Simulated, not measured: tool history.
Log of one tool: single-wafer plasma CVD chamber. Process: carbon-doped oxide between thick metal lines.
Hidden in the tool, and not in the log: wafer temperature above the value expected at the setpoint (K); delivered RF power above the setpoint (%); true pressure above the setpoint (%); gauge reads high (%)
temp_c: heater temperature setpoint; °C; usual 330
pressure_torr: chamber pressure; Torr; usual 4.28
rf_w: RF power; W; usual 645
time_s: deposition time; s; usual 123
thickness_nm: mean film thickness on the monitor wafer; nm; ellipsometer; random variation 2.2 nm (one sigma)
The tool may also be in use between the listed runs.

run	hour	temp_c	pressure_torr	rf_w	time_s	wafers since the last listed run	hours since the last thermocouple change	hours since the last RF generator calibration	hours since the last manometer calibration	hours since the showerhead was replaced	hours since the gauge calibration	read-back reference wafer on the same gauge, thickness_nm	thickness_nm
1	0	330	4.28	615	123	0	1661.5	977.4	3245.1	3578.4	188.6	681.311	692.425
2	15.7	330	4.28	615	123	134	1677.2	993.1	3260.8	3594.1	204.3	681.816	691.052
3	24.9	330	4.28	645	123	79	1686.4	1002.3	3270	3603.3	213.5	681.233	708.737
4	40.3	330	4.28	645	123	132	1701.8	1017.7	3285.4	3618.7	228.9	680.818	703.116
5	46.8	330	4.28	645	123	55	1708.3	1024.2	3291.9	3625.2	235.4	681.417	709.952
6	53.4	330	4.28	645	123	56	1714.9	1030.8	3298.5	3631.8	242	680.844	712.061
# hour 73.8: capacitance manometer re-zeroed and calibrated
7	74.3	330	4.28	645	123	110	1735.8	1051.7	0.5	3652.7	262.9	679.618	707.573
# hour 88.8: showerhead replaced
# hour 94.9: gauge calibrated
# hour 106.2: RF generator calibrated
# hour 121.1: thermocouple changed; heater temperature recalibrated
8	121.6	330	4.28	645	123	200	0.5	15.4	47.8	32.8	26.7	681.379	732.469
9	131	330	4.81	645	123	80	9.9	24.8	57.2	42.2	36.1	680.113	744.255
10	141.9	330	4.81	645	123	93	20.8	35.7	68.1	53.1	47	680.248	744.643
11	151.3	330	4.28	645	123	80	30.2	45.1	77.5	62.5	56.4	680.522	731.032
12	166.3	323	3.78	645	137	128	45.2	60.1	92.5	77.5	71.4	681.966	823.837
13	183	335	4.28	645	123	143	61.9	76.8	109.2	94.2	88.1	681.322	719.971
14	190.4	342	4.28	590	123	63	69.3	84.2	116.6	101.6	95.5	680.758	669.711
15	199.5	325	4.73	595	130	78	78.4	93.3	125.7	110.7	104.6	680.815	767.402
16	207.2	330	4.28	745	142	66	86.1	101	133.4	118.4	112.3	681.211	902.5
17	220.2	330	5.3	580	123	111	99.1	114	146.4	131.4	125.3	681.944	714.302
18	232.4	330	4.28	645	123	104	111.3	126.2	158.6	143.6	137.5	680.813	726.671
19	240.4	330	4.28	645	123	68	119.3	134.2	166.6	151.6	145.5	680.275	728.175
20	248.5	330	4.28	645	123	69	127.4	142.3	174.7	159.7	153.6	680.408	724.764
21	262.8	330	3.58	645	123	122	141.7	156.6	189	174	167.9	680.515	709.391
22	269.9	330	4.88	645	123	61	148.8	163.7	196.1	181.1	175	680.865	735.307
23	281.3	320	4.79	645	123	98	160.2	175.1	207.5	192.5	186.4	680.789	764.417
24	290.3	330	4.97	645	106	77	169.2	184.1	216.5	201.5	195.4	680.714	636.252
25	302.7	330	4.28	645	123	106	181.6	196.5	228.9	213.9	207.8	680.538	726.739
26	311.1	330	3.58	645	123	72	190	204.9	237.3	222.3	216.2	680.23	708.449
27	317.9	330	4.28	645	123	58	196.8	211.7	244.1	229.1	223	680.939	724.424

The tool's hidden state at each run:
wafer temperature above the value expected at the setpoint (K): 0 in every run
true pressure above the setpoint (%): 0 in every run
gauge reads high (%): 0 in every run
H1: delivered RF power above the setpoint (%)
run	H1
1	-8.59
2	-8.61
3	-8.63
4	-8.64
5	-8.65
6	-8.66
7	-8.68
8	-0.978
9	-1.2
10	-1.46
11	-1.67
12	-1.99
13	-2.34
14	-2.48
15	-2.66
16	-2.81
17	-3.05
18	-3.26
19	-3.4
20	-3.54
21	-3.77
22	-3.88
23	-4.05
24	-4.18
25	-4.36
26	-4.48
27	-4.57
